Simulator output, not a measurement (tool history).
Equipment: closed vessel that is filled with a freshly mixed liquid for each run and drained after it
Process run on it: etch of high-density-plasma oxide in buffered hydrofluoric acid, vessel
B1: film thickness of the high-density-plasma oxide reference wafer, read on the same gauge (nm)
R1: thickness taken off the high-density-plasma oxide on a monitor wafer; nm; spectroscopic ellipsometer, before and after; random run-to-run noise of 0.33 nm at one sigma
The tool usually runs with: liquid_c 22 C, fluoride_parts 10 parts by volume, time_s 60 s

run 1 hour=0 | liquid_c=22 fluoride_parts=10 time_s=60 | B1=40.04 | R1=60.36
run 2 hour=73.1 | liquid_c=22 fluoride_parts=10 time_s=60 | B1=39.99 | R1=58.96
run 3 hour=128 | liquid_c=22 fluoride_parts=10 time_s=60 | B1=39.99 | R1=63.37
run 4 hour=195.4 | liquid_c=22 fluoride_parts=10 time_s=60 | B1=39.99 | R1=62.3
run 5 hour=232.4 | liquid_c=22 fluoride_parts=10 time_s=60 | B1=40.02 | R1=66.51
run 6 hour=286.6 | liquid_c=22 fluoride_parts=10 time_s=60 | B1=39.98 | R1=65.73
run 7 hour=366.8 | liquid_c=22 fluoride_parts=10 time_s=60 | B1=39.99 | R1=63.91
run 8 hour=421.8 | liquid_c=20.5 fluoride_parts=10 time_s=85 | B1=40.03 | R1=82.7
run 9 hour=464.8 | liquid_c=20.5 fluoride_parts=10 time_s=85 | B1=39.97 | R1=82.09
run 10 hour=508.5 | liquid_c=22 fluoride_parts=10 time_s=60 | B1=40.02 | R1=62.03
run 11 hour=602.3 | liquid_c=22 fluoride_parts=10 time_s=60 | B1=39.99 | R1=65.76
run 12 hour=671.6 | liquid_c=22 fluoride_parts=12.5 time_s=60 | B1=39.99 | R1=52.12
run 13 hour=756.4 | liquid_c=18.5 fluoride_parts=9 time_s=75 | B1=39.98 | R1=70.02
run 14 hour=1009.1 | liquid_c=20.5 fluoride_parts=11.5 time_s=60 | B1=40 | R1=51.33
run 15 hour=1098.4 | liquid_c=25 fluoride_parts=10 time_s=50 | B1=40.04 | R1=61.5
run 16 hour=1204.5 | liquid_c=20.5 fluoride_parts=10 time_s=95 | B1=39.98 | R1=96.76
run 17 hour=1259.1 | liquid_c=22 fluoride_parts=10 time_s=60 | B1=40.02 | R1=65.44
run 18 hour=1349.7 | liquid_c=25.5 fluoride_parts=6.5 time_s=45 | B1=39.99 | R1=86.83
run 19 hour=1408.6 | liquid_c=24.5 fluoride_parts=13 time_s=60 | B1=40.01 | R1=56.56
run 20 hour=1489.1 | liquid_c=22 fluoride_parts=10 time_s=30 | B1=39.99 | R1=31.28
run 21 hour=1553.3 | liquid_c=20.5 fluoride_parts=12 time_s=30 | B1=40.01 | R1=23.77
run 22 hour=1634.1 | liquid_c=18 fluoride_parts=13 time_s=75 | B1=40.04 | R1=46.82
run 23 hour=1723.3 | liquid_c=22 fluoride_parts=10 time_s=60 | B1=39.99 | R1=67.05
run 24 hour=1774.1 | liquid_c=17 fluoride_parts=10 time_s=60 | B1=40.03 | R1=49.68
run 25 hour=1820.6 | liquid_c=26.5 fluoride_parts=11.5 time_s=85 | B1=39.98 | R1=103.38
run 26 hour=1913.3 | liquid_c=22 fluoride_parts=10 time_s=60 | B1=40.03 | R1=63.88
run 27 hour=1980.4 | liquid_c=22 fluoride_parts=10 time_s=60 | B1=40.01 | R1=63.3
run 28 hour=2038.6 | liquid_c=25 fluoride_parts=6.5 time_s=60 | B1=40 | R1=110.51
run 29 hour=2127.9 | liquid_c=24.5 fluoride_parts=6.5 time_s=30 | B1=40.01 | R1=53.01
run 30 hour=2181 | liquid_c=22 fluoride_parts=10 time_s=70 | B1=40.01 | R1=75.42
run 31 hour=2270.4 | liquid_c=22 fluoride_parts=10 time_s=45 | B1=40.03 | R1=47.76

Not shown here: 9 entries made in the log between runs. Locate each between two listed runs and compare the hidden state at the listed run before it with the hidden state at the listed run after it:
Logged between run 2 and run 3: hydrofluoric acid flow meter replaced (hour 102.3)
  liquid colder than its thermometer reads (K): 1.14 -> 1.21; hydrofluoric acid flow below the setpoint (%): 7.6 -> 1.49
  what was measured, less what the result would be without the hidden state, R1: -8.88 -> -5.39 nm
Logged between run 4 and run 5: thermometer replaced (hour 207.6)
  liquid colder than its thermometer reads (K): 1.31 -> 0.04; hydrofluoric acid flow below the setpoint (%): 2.32 -> 2.78
  what was measured, less what the result would be without the hidden state, R1: -6.25 -> -2 nm
Logged between run 10 and run 11: hydrofluoric acid flow meter replaced (hour 560.4)
  liquid colder than its thermometer reads (K): 0.43 -> 0.562; hydrofluoric acid flow below the setpoint (%): 6.2 -> 0.521
  what was measured, less what the result would be without the hidden state, R1: -5.57 -> -2.41 nm
Logged between run 13 and run 14: thermometer replaced (hour 998)
  liquid colder than its thermometer reads (K): 0.78 -> 0.0654; hydrofluoric acid flow below the setpoint (%): 2.43 -> 5.56
  what was measured, less what the result would be without the hidden state, R1: -4.31 -> -3.17 nm
Logged between run 15 and run 16: hydrofluoric acid flow meter replaced (hour 1163.8)
  liquid colder than its thermometer reads (K): 0.192 -> 0.341; hydrofluoric acid flow below the setpoint (%): 6.67 -> 0.559
  what was measured, less what the result would be without the hidden state, R1: -4.94 -> -2.39 nm
Logged between run 22 and run 23: hydrofluoric acid flow meter replaced (hour 1683.4); gauge calibrated (hour 1697.2); thermometer replaced (hour 1717.6)
  liquid colder than its thermometer reads (K): 0.948 -> 0.152; hydrofluoric acid flow below the setpoint (%): 5.88 -> 0.92
  what was measured, less what the result would be without the hidden state, R1: -5.63 -> -1.17 nm
Logged between run 29 and run 30: hydrofluoric acid flow meter replaced (hour 2161)
  liquid colder than its thermometer reads (K): 0.723 -> 0.798; hydrofluoric acid flow below the setpoint (%): 5.93 -> 0.867
  what was measured, less what the result would be without the hidden state, R1: -5.12 -> -4.08 nm
